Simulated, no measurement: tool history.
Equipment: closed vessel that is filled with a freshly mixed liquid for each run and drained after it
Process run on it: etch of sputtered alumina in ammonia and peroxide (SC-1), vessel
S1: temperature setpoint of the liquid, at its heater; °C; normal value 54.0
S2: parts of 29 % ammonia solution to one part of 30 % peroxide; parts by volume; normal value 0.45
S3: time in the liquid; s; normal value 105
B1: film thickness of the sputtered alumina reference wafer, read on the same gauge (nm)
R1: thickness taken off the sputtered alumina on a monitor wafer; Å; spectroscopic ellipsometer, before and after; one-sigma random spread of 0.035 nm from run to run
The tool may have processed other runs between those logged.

run,hour,S1,S2,S3,B1,R1
1,0.0,54.0,0.45,105,49.98,66.2
2,48.6,54.0,0.45,105,50.01,66.3
3,102.4,54.0,0.45,105,49.99,65.8
# hour 118.5: ammonia flow meter replaced
4,204.0,54.0,0.45,105,50.03,66.0
5,247.9,54.0,0.45,55,50.01,34.3
6,298.4,54.0,0.45,55,50.01,34.5
7,352.7,60.5,0.35,105,50.00,89.9
8,430.7,63.0,0.45,155,50.00,152.9
# hour 464.2: new drum of ammonia solution connected
9,680.1,48.0,0.40,85,50.00,37.2
10,786.2,54.0,0.35,105,50.00,62.8
11,852.6,63.5,0.45,65,50.05,65.4
12,923.6,54.0,0.45,80,50.01,48.9
# hour 952.0: thermometer replaced
13,982.3,54.0,0.45,105,50.00,68.0
14,1059.0,54.0,0.55,105,49.96,69.3
15,1130.2,45.5,0.35,60,50.02,23.6
# hour 1172.7: new drum of ammonia solution connected
16,1210.8,54.0,0.45,105,49.98,66.7
17,1311.9,50.0,0.65,160,50.01,86.1
18,1387.6,54.0,0.30,165,50.00,101.8
# hour 1436.7: gauge calibrated
19,1469.9,44.0,0.40,50,50.01,18.1
20,1562.4,62.0,0.60,80,50.03,79.1
21,1604.9,46.0,0.50,165,50.02,68.0
# hour 1842.3: new drum of ammonia solution connected
22,1905.1,47.5,0.45,105,49.96,46.2
23,1952.6,47.5,0.45,45,50.03,19.9
24,1999.1,54.0,0.45,105,49.99,65.9
25,2116.7,54.0,0.45,55,49.99,34.4
# hour 2132.3: ammonia flow meter replaced
26,2200.5,54.0,0.50,105,50.01,65.9
27,2271.5,51.5,0.25,40,49.98,20.4

Forecast each of these 5 alternatives for the next run:
A,2272.2,54.0,0.45,105,?,?
B,2272.2,54.0,0.45,70,?,?
C,2272.2,54.0,0.45,90,?,?
D,2272.2,58.0,0.65,60,?,?
E,2272.2,47.0,0.60,105,?,?

run,B1,R1
A,50.00,64.9
B,50.00,43.2
C,50.00,55.6
D,50.00,47.4
E,50.00,45.3
Stripped of hidden state, with their random variation kept, the same runs would have yielded:
run,R1
A,68.0
B,45.3
C,58.3
D,49.7
E,47.6
